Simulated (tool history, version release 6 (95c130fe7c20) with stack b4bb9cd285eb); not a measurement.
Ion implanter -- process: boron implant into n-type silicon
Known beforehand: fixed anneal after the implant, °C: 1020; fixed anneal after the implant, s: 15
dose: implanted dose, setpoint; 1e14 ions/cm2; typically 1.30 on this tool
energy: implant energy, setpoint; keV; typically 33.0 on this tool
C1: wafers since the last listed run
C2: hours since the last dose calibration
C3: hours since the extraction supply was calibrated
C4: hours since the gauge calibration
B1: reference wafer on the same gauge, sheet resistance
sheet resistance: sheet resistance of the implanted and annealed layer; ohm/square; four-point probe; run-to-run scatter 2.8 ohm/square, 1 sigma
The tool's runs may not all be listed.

Run 1, hour 0.0: usual settings; C1 0; C2 1730.1; C3 5783.5; C4 242.4; B1 569.99. Result: sheet resistance 636.68 ohm/square.
Run 2, hour 81.0: usual settings; C1 958; C2 1811.1; C3 5864.5; C4 323.4; B1 570.66. Result: sheet resistance 634.74 ohm/square.
Run 3, hour 373.4: usual settings; C1 3458; C2 2103.5; C3 6156.9; C4 615.8; B1 569.88. Result: sheet resistance 638.50 ohm/square.
Run 4, hour 458.5: usual settings but energy 35.5 keV; C1 1006; C2 2188.6; C3 6242.0; C4 700.9; B1 569.61. Result: sheet resistance 629.76 ohm/square.
Run 5, hour 518.6: usual settings but energy 41.0 keV; C1 710; C2 2248.7; C3 6302.1; C4 761.0; B1 570.66. Result: sheet resistance 612.21 ohm/square.
Run 6, hour 593.7: usual settings but energy 41.0 keV; C1 888; C2 2323.8; C3 6377.2; C4 836.1; B1 570.46. Result: sheet resistance 616.36 ohm/square.
Run 7, hour 640.4: usual settings; C1 552; C2 2370.5; C3 6423.9; C4 882.8; B1 569.19. Result: sheet resistance 636.79 ohm/square.
At hour 675.2: Faraday cup replaced and dose calibrated.
Run 8, hour 733.9: usual settings; C1 1011; C2 58.7; C3 6517.4; C4 976.3; B1 570.29. Result: sheet resistance 627.81 ohm/square.
At hour 798.0: gauge calibrated.
Run 9, hour 801.1: usual settings but dose 1.46 1e14 ions/cm2, energy 37.0 keV; C1 794; C2 125.9; C3 6584.6; C4 3.1; B1 569.61. Result: sheet resistance 559.09 ohm/square.
Run 10, hour 900.2: usual settings but dose 1.40 1e14 ions/cm2, energy 37.5 keV; C1 1172; C2 225.0; C3 6683.7; C4 102.2; B1 570.48. Result: sheet resistance 583.79 ohm/square.
Run 11, hour 954.3: usual settings but dose 0.94 1e14 ions/cm2, energy 27.0 keV; C1 639; C2 279.1; C3 6737.8; C4 156.3; B1 570.37. Result: sheet resistance 821.00 ohm/square.
Run 12, hour 1039.1: usual settings but dose 1.05 1e14 ions/cm2, energy 44.0 keV; C1 1003; C2 363.9; C3 6822.6; C4 241.1; B1 570.30. Result: sheet resistance 697.17 ohm/square.
Run 13, hour 1126.5: usual settings but dose 1.20 1e14 ions/cm2, energy 29.5 keV; C1 1033; C2 451.3; C3 6910.0; C4 328.5; B1 570.00. Result: sheet resistance 681.76 ohm/square.
Run 14, hour 1229.4: usual settings but dose 1.03 1e14 ions/cm2; C1 1217; C2 554.2; C3 7012.9; C4 431.4; B1 569.56. Result: sheet resistance 752.01 ohm/square.
Run 15, hour 1282.3: usual settings but dose 0.94 1e14 ions/cm2, energy 27.0 keV; C1 625; C2 607.1; C3 7065.8; C4 484.3; B1 569.75. Result: sheet resistance 828.63 ohm/square.
Run 16, hour 1339.3: usual settings; C1 674; C2 664.1; C3 7122.8; C4 541.3; B1 570.21. Result: sheet resistance 633.82 ohm/square.
At hour 1407.2: extraction supply calibrated.
Run 17, hour 1441.4: usual settings but dose 1.09 1e14 ions/cm2, energy 23.0 keV; C1 1113; C2 766.2; C3 34.2; C4 643.4; B1 569.72. Result: sheet resistance 764.94 ohm/square.
Run 18, hour 1516.3: usual settings but dose 1.06 1e14 ions/cm2, energy 21.5 keV; C1 885; C2 841.1; C3 109.1; C4 718.3; B1 569.91. Result: sheet resistance 801.43 ohm/square.
Run 19, hour 1782.3: usual settings but dose 1.06 1e14 ions/cm2, energy 21.5 keV; C1 3146; C2 1107.1; C3 375.1; C4 984.3; B1 568.97. Result: sheet resistance 802.99 ohm/square.

Each row is a separate what-if for the run after 19, all from the same tool condition, not one after another. Results?
Run A, hour 1782.7: usual settings; C1 4; C2 1107.5; C3 375.5; C4 984.7; B1 ?. Result: sheet resistance ?.
Run B, hour 1782.7: usual settings but dose 1.64 1e14 ions/cm2, energy 25.0 keV; C1 4; C2 1107.5; C3 375.5; C4 984.7; B1 ?. Result: sheet resistance ?.
Run C, hour 1782.7: usual settings but energy 27.0 keV; C1 4; C2 1107.5; C3 375.5; C4 984.7; B1 ?. Result: sheet resistance ?.

run      B1  sheet resistance
  A  570.55            636.68
  B  570.55            558.74
  C  570.55            659.41
Stripped of hidden state, with their random variation kept, the same runs would have yielded:
run  sheet resistance
  A            618.33
  B            541.65
  C            639.94

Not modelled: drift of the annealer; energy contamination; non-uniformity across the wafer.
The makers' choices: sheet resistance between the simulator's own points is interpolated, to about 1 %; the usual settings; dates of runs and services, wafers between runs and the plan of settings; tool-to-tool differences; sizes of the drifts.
